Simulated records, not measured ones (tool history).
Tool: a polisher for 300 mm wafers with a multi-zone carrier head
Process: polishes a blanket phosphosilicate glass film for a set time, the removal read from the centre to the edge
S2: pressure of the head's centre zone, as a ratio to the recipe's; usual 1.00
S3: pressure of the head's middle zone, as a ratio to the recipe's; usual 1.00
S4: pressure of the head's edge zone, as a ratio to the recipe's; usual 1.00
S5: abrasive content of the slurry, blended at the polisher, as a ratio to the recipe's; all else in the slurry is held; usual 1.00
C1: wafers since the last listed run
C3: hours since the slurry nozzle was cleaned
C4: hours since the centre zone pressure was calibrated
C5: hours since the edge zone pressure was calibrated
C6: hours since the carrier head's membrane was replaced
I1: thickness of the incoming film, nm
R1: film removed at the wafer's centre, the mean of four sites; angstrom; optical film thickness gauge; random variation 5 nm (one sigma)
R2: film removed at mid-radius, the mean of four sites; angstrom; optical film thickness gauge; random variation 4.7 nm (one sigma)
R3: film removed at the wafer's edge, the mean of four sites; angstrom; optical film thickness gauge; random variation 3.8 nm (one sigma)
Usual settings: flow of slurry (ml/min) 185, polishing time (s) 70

Run 1, hour 0.0: usual settings; C1 0; wafers polished on this pad 1782; C3 535.1; C4 747.6; C5 725.4; C6 0.5; I1 2681.4. Result: R1 3955 angstrom, R2 3842 angstrom, R3 3963 angstrom.
At hour 20.8: centre zone pressure recalibrated.
Run 2, hour 65.5: usual settings but S5 1.25; C1 683; wafers polished on this pad 2466; C3 600.6; C4 44.7; C5 790.9; C6 66.0; I1 2645.2. Result: R1 4048 angstrom, R2 3963 angstrom, R3 4074 angstrom.
Run 3, hour 100.3: usual settings but flow of slurry (ml/min) 250, S4 0.91, polishing time (s) 51; C1 374; wafers polished on this pad 2841; C3 635.4; C4 79.5; C5 825.7; C6 100.8; I1 2646.1. Result: R1 2943 angstrom, R2 2962 angstrom, R3 2788 angstrom.
Run 4, hour 165.0: usual settings but polishing time (s) 88; C1 696; wafers polished on this pad 3537; C3 700.1; C4 144.2; C5 890.4; C6 165.5; I1 2725.3. Result: R1 4628 angstrom, R2 4600 angstrom, R3 4690 angstrom.
At hour 187.7: slurry nozzle cleaned.
Run 5, hour 223.2: usual settings but S2 0.95, S5 1.30; C1 615; wafers polished on this pad 4153; C3 35.5; C4 202.4; C5 948.6; C6 223.7; I1 2686.8. Result: R1 4027 angstrom, R2 4246 angstrom, R3 4186 angstrom.
Run 6, hour 251.4: usual settings but flow of slurry (ml/min) 220, S2 0.95, polishing time (s) 79; C1 303; wafers polished on this pad 4457; C3 63.7; C4 230.6; C5 976.8; C6 251.9; I1 2663.3. Result: R1 4402 angstrom, R2 4605 angstrom, R3 4623 angstrom.
Run 7, hour 277.9: usual settings but flow of slurry (ml/min) 220, polishing time (s) 54; C1 285; wafers polished on this pad 4742; C3 90.2; C4 257.1; C5 1003.3; C6 278.4; I1 2720.2. Result: R1 3184 angstrom, R2 3134 angstrom, R3 3143 angstrom.
Run 8, hour 334.4: usual settings but S5 0.90, polishing time (s) 92; C1 608; wafers polished on this pad 5351; C3 146.7; C4 313.6; C5 1059.8; C6 334.9; I1 2736.7. Result: R1 5043 angstrom, R2 5030 angstrom, R3 5045 angstrom.
At hour 353.2: worn pad replaced by a new one.
Run 9, hour 371.5: usual settings but S4 0.94, S5 0.85; C1 356; wafers polished on this pad 196; C3 183.8; C4 350.7; C5 1096.9; C6 372.0; I1 2735.4. Result: R1 4271 angstrom, R2 4194 angstrom, R3 4116 angstrom.
At hour 379.5: edge zone pressure recalibrated.
Run 10, hour 396.6: usual settings but S2 0.95, S3 0.89, S5 1.15, polishing time (s) 91; C1 248; wafers polished on this pad 445; C3 208.9; C4 375.8; C5 17.1; C6 397.1; I1 2701.7. Result: R1 5496 angstrom, R2 5247 angstrom, R3 5876 angstrom.
Run 11, hour 449.5: usual settings but flow of slurry (ml/min) 245, S2 1.12; C1 569; wafers polished on this pad 1015; C3 261.8; C4 428.7; C5 70.0; C6 450.0; I1 2690.1. Result: R1 5002 angstrom, R2 4317 angstrom, R3 4341 angstrom.
Run 12, hour 497.0: usual settings but S3 0.96; C1 511; wafers polished on this pad 1526; C3 309.3; C4 476.2; C5 117.5; C6 497.5; I1 2666.9. Result: R1 4054 angstrom, R2 3903 angstrom, R3 4081 angstrom.
Run 13, hour 560.3: usual settings but S2 1.11, S4 0.93, S5 1.30, polishing time (s) 85; C1 681; wafers polished on this pad 2208; C3 372.6; C4 539.5; C5 180.8; C6 560.8; I1 2721.9. Result: R1 5719 angstrom, R2 5011 angstrom, R3 4996 angstrom.
At hour 567.5: carrier head's membrane replaced by a new one.
Run 14, hour 600.1: usual settings but S4 0.89; C1 374; wafers polished on this pad 2583; C3 412.4; C4 579.3; C5 220.6; C6 32.6; I1 2739.5. Result: R1 3911 angstrom, R2 3952 angstrom, R3 3759 angstrom.
Run 15, hour 624.5: usual settings but S2 0.95, S5 1.30; C1 262; wafers polished on this pad 2845; C3 436.8; C4 603.7; C5 245.0; C6 57.0; I1 2720.5. Result: R1 3928 angstrom, R2 4157 angstrom, R3 4135 angstrom.
Run 16, hour 683.2: usual settings; C1 632; wafers polished on this pad 3477; C3 495.5; C4 662.4; C5 303.7; C6 115.7; I1 2688.0. Result: R1 3772 angstrom, R2 3879 angstrom, R3 3878 angstrom.
Run 17, hour 716.3: usual settings but flow of slurry (ml/min) 220, S2 0.91; C1 356; wafers polished on this pad 3834; C3 528.6; C4 695.5; C5 336.8; C6 148.8; I1 2674.7. Result: R1 3562 angstrom, R2 3918 angstrom, R3 3977 angstrom.
Run 18, hour 769.7: usual settings but flow of slurry (ml/min) 145, S3 1.08, S5 1.10; C1 575; wafers polished on this pad 4409; C3 582.0; C4 748.9; C5 390.2; C6 202.2; I1 2743.8. Result: R1 3519 angstrom, R2 3887 angstrom, R3 3688 angstrom.
Run 19, hour 794.4: usual settings but flow of slurry (ml/min) 215, S2 0.96, S3 0.97, S5 1.25; C1 265; wafers polished on this pad 4675; C3 606.7; C4 773.6; C5 414.9; C6 226.9; I1 2706.0. Result: R1 3945 angstrom, R2 4001 angstrom, R3 4097 angstrom.
At hour 825.4: worn pad replaced by a new one.
Run 20, hour 837.3: usual settings but S2 0.95, S5 1.30; C1 418; wafers polished on this pad 128; C3 649.6; C4 816.5; C5 457.8; C6 269.8; I1 2682.1. Result: R1 4196 angstrom, R2 4368 angstrom, R3 4441 angstrom.
At hour 841.9: centre zone pressure recalibrated.
Run 21, hour 899.1: usual settings but S3 0.96, S5 1.25; C1 643; wafers polished on this pad 772; C3 711.4; C4 57.2; C5 519.6; C6 331.6; I1 2686.6. Result: R1 4185 angstrom, R2 3977 angstrom, R3 4200 angstrom.

Forecast each of these 4 alternatives for the next run:
Run A, hour 899.5: usual settings; C1 4; wafers polished on this pad 776; C3 711.8; C4 57.6; C5 520.0; C6 332.0; I1 2704.1. Result: R1 ?, R2 ?, R3 ?.
Run B, hour 899.5: usual settings but S4 1.11, polishing time (s) 51; C1 4; wafers polished on this pad 776; C3 711.8; C4 57.6; C5 520.0; C6 332.0; I1 2704.1. Result: R1 ?, R2 ?, R3 ?.
Run C, hour 899.5: usual settings but S3 1.05; C1 4; wafers polished on this pad 776; C3 711.8; C4 57.6; C5 520.0; C6 332.0; I1 2704.1. Result: R1 ?, R2 ?, R3 ?.
Run D, hour 899.5: usual settings but flow of slurry (ml/min) 125, S4 0.92; C1 4; wafers polished on this pad 776; C3 711.8; C4 57.6; C5 520.0; C6 332.0; I1 2704.1. Result: R1 ?, R2 ?, R3 ?.

run    R1    R2    R3
  A  3801  3835  3970
  B  2770  2794  3046
  C  3803  3997  3967
  D  3263  3364  3497
Without the tool's hidden state the same runs would have given:
run    R1    R2    R3
  A  4519  4505  4546
  B  3293  3282  3488
  C  4521  4696  4543
  D  4103  4138  4112

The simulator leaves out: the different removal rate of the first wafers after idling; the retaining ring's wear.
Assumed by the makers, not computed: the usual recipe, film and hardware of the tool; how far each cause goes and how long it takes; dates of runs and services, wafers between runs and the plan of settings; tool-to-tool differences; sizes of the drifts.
